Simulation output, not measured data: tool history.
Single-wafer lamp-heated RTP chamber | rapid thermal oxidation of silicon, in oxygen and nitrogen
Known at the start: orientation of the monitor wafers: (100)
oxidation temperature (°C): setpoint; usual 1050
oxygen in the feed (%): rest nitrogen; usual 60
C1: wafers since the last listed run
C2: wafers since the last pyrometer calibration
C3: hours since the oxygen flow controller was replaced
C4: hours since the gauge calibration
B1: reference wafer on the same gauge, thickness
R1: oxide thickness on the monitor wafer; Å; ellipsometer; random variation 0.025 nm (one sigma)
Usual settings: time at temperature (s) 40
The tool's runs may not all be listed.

Run 1, hour 0.0: usual settings; C1 0; C2 3951; C3 3678.2; C4 606.4; B1 4.999. Result: R1 60.52 Å.
Run 2, hour 13.2: usual settings; C1 194; C2 4145; C3 3691.4; C4 619.6; B1 5.005. Result: R1 60.14 Å.
Run 3, hour 42.1: usual settings but oxidation temperature (°C) 1069; C1 425; C2 4570; C3 3720.3; C4 648.5; B1 5.005. Result: R1 69.60 Å.
At hour 95.7: pyrometer window cleaned and pyrometer calibrated.
Run 4, hour 96.2: usual settings; C1 678; C2 8; C3 3774.4; C4 702.6; B1 4.997. Result: R1 58.27 Å.
Run 5, hour 118.5: usual settings; C1 328; C2 336; C3 3796.7; C4 724.9; B1 5.002. Result: R1 58.18 Å.
Run 6, hour 140.4: usual settings; C1 322; C2 658; C3 3818.6; C4 746.8; B1 4.989. Result: R1 58.21 Å.
Run 7, hour 162.7: usual settings; C1 328; C2 986; C3 3840.9; C4 769.1; B1 4.995. Result: R1 57.99 Å.
Run 8, hour 235.3: usual settings; C1 1068; C2 2054; C3 3913.5; C4 841.7; B1 4.998. Result: R1 58.81 Å.
Run 9, hour 257.4: usual settings; C1 325; C2 2380; C3 3935.6; C4 863.8; B1 5.003. Result: R1 58.45 Å.
Run 10, hour 293.2: usual settings but oxidation temperature (°C) 1042, oxygen in the feed (%) 71; C1 526; C2 2906; C3 3971.4; C4 899.6; B1 5.002. Result: R1 59.71 Å.
At hour 322.0: oxygen flow controller replaced.
Run 11, hour 322.5: usual settings; C1 313; C2 3220; C3 0.5; C4 928.9; B1 5.011. Result: R1 59.77 Å.
Run 12, hour 348.5: usual settings; C1 382; C2 3602; C3 26.5; C4 954.9; B1 4.987. Result: R1 59.66 Å.
Run 13, hour 375.2: usual settings; C1 392; C2 3995; C3 53.2; C4 981.6; B1 5.004. Result: R1 60.68 Å.
At hour 402.3: pyrometer window cleaned and pyrometer calibrated.
Run 14, hour 402.8: usual settings; C1 288; C2 7; C3 80.8; C4 1009.2; B1 4.997. Result: R1 57.20 Å.
Run 15, hour 412.6: usual settings but oxidation temperature (°C) 1072, time at temperature (s) 54; C1 144; C2 152; C3 90.6; C4 1019.0; B1 5.003. Result: R1 76.04 Å.
Run 16, hour 444.8: usual settings but oxidation temperature (°C) 1072, time at temperature (s) 54; C1 473; C2 625; C3 122.8; C4 1051.2; B1 4.992. Result: R1 76.24 Å.
Run 17, hour 468.0: usual settings but oxidation temperature (°C) 1072, time at temperature (s) 54; C1 341; C2 967; C3 146.0; C4 1074.4; B1 5.006. Result: R1 75.55 Å.
Run 18, hour 490.0: usual settings but oxidation temperature (°C) 1032, oxygen in the feed (%) 47; C1 323; C2 1290; C3 168.0; C4 1096.4; B1 4.997. Result: R1 46.99 Å.
Run 19, hour 507.4: usual settings but oxidation temperature (°C) 1025, time at temperature (s) 25, oxygen in the feed (%) 72; C1 256; C2 1547; C3 185.4; C4 1113.8; B1 4.999. Result: R1 42.73 Å.
Run 20, hour 531.6: usual settings; C1 356; C2 1903; C3 209.6; C4 1138.0; B1 4.994. Result: R1 58.58 Å.
Run 21, hour 554.0: usual settings but oxidation temperature (°C) 1068, oxygen in the feed (%) 33; C1 329; C2 2232; C3 232.0; C4 1160.4; B1 4.999. Result: R1 53.21 Å.
Run 22, hour 577.3: usual settings; C1 342; C2 2575; C3 255.3; C4 1183.7; B1 4.987. Result: R1 58.52 Å.
At hour 583.0: gauge calibrated.
Run 23, hour 606.6: usual settings; C1 431; C2 3006; C3 284.6; C4 23.6; B1 4.999. Result: R1 58.86 Å.
Run 24, hour 628.1: usual settings but oxidation temperature (°C) 1039, time at temperature (s) 48, oxygen in the feed (%) 87; C1 316; C2 3323; C3 306.1; C4 45.1; B1 5.003. Result: R1 68.44 Å.
Run 25, hour 651.6: usual settings but time at temperature (s) 30; C1 345; C2 3668; C3 329.6; C4 68.6; B1 5.001. Result: R1 52.53 Å.
Run 26, hour 678.0: usual settings but time at temperature (s) 48, oxygen in the feed (%) 48; C1 388; C2 4057; C3 356.0; C4 95.0; B1 5.006. Result: R1 60.06 Å.
Run 27, hour 701.7: usual settings but oxidation temperature (°C) 1062, time at temperature (s) 47, oxygen in the feed (%) 38; C1 348; C2 4406; C3 379.7; C4 118.7; B1 4.995. Result: R1 59.98 Å.
At hour 715.1: pyrometer window cleaned and pyrometer calibrated.
Run 28, hour 730.6: usual settings but oxidation temperature (°C) 1075; C1 307; C2 227; C3 408.6; C4 147.6; B1 5.005. Result: R1 67.98 Å.
Run 29, hour 744.5: usual settings but oxidation temperature (°C) 1069, time at temperature (s) 48, oxygen in the feed (%) 79; C1 204; C2 432; C3 422.5; C4 161.5; B1 5.003. Result: R1 78.23 Å.
Run 30, hour 768.1: usual settings but oxidation temperature (°C) 1023, time at temperature (s) 21, oxygen in the feed (%) 31; C1 347; C2 779; C3 446.1; C4 185.1; B1 4.989. Result: R1 31.17 Å.
Run 31, hour 780.1: usual settings; C1 176; C2 956; C3 458.1; C4 197.1; B1 4.993. Result: R1 58.04 Å.
Run 32, hour 801.4: usual settings; C1 313; C2 1269; C3 479.4; C4 218.4; B1 5.004. Result: R1 58.31 Å.
Run 33, hour 813.8: usual settings but oxidation temperature (°C) 1062, oxygen in the feed (%) 72; C1 182; C2 1452; C3 491.8; C4 230.8; B1 5.000. Result: R1 67.24 Å.
Run 34, hour 840.8: usual settings but oxidation temperature (°C) 1060, time at temperature (s) 26, oxygen in the feed (%) 39; C1 397; C2 1849; C3 518.8; C4 257.8; B1 5.003. Result: R1 44.97 Å.
Run 35, hour 855.5: usual settings; C1 216; C2 2065; C3 533.5; C4 272.5; B1 5.011. Result: R1 58.09 Å.
Run 36, hour 955.4: usual settings but oxidation temperature (°C) 1035, time at temperature (s) 46, oxygen in the feed (%) 71; C1 1470; C2 3535; C3 633.4; C4 372.4; B1 4.998. Result: R1 60.68 Å.
Run 37, hour 980.2: usual settings but oxidation temperature (°C) 1077, time at temperature (s) 25, oxygen in the feed (%) 45; C1 364; C2 3900; C3 658.2; C4 397.2; B1 4.992. Result: R1 53.37 Å.

5 ways to go on from here, each from the tool as it stands after run 37. What would each give?
Run A, hour 980.6: usual settings but time at temperature (s) 25; C1 5; C2 3906; C3 658.6; C4 397.6; B1 ?. Result: R1 ?.
Run B, hour 980.6: usual settings but time at temperature (s) 49; C1 5; C2 3906; C3 658.6; C4 397.6; B1 ?. Result: R1 ?.
Run C, hour 980.6: usual settings but oxidation temperature (°C) 1061, oxygen in the feed (%) 76; C1 5; C2 3906; C3 658.6; C4 397.6; B1 ?. Result: R1 ?.
Run D, hour 980.6: usual settings but time at temperature (s) 33, oxygen in the feed (%) 40; C1 5; C2 3906; C3 658.6; C4 397.6; B1 ?. Result: R1 ?.
Run E, hour 980.6: usual settings but oxygen in the feed (%) 77; C1 5; C2 3906; C3 658.6; C4 397.6; B1 ?. Result: R1 ?.

run     B1     R1
  A  4.999  49.42
  B  4.999  65.82
  C  4.999  70.49
  D  4.999  48.30
  E  4.999  65.79
Without the tool's hidden state the same runs would have given:
run     R1
  A  47.27
  B  62.89
  C  67.39
  D  46.22
  E  62.85

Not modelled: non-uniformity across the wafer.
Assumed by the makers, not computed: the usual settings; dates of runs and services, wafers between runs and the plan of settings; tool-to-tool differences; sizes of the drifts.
